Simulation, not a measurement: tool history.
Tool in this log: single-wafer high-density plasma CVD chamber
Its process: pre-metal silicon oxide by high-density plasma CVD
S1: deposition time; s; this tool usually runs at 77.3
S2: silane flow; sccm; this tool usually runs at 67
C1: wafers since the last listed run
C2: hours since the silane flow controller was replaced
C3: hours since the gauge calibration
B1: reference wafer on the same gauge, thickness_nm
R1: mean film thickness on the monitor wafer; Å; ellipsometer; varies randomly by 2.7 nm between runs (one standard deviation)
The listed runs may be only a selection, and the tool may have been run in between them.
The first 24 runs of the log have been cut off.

run,hour,S1,S2,C1,C2,C3,B1,R1
25,1166.1,77.3,67,1418,226.7,296.6,624.757,5336.03
26,1194.1,77.3,67,571,254.7,324.6,624.214,5311.82
27,1222.3,83.5,62,575,282.9,352.8,624.698,5263.36
28,1275.9,66.9,67,1093,336.5,406.4,625.114,4598.94
29,1308.1,70.0,73,657,368.7,438.6,624.223,5224.01
30,1367.3,66.1,79,1208,427.9,497.8,624.579,5311.02
31,1411.1,73.1,56,893,471.7,541.6,625.482,4163.80
32,1476.1,73.3,67,1326,536.7,606.6,625.370,4994.96
33,1504.5,77.3,72,579,565.1,635.0,624.369,5619.43

Run 34 is up next; what results do you expect?
34,1535.6,92.0,59,634,596.2,666.1,?,?

{"run 34": {"B1": 624.691, "R1": 5512.48}}
Had the tool carried no hidden state, the very same run would have given R1 5622.29 Å.

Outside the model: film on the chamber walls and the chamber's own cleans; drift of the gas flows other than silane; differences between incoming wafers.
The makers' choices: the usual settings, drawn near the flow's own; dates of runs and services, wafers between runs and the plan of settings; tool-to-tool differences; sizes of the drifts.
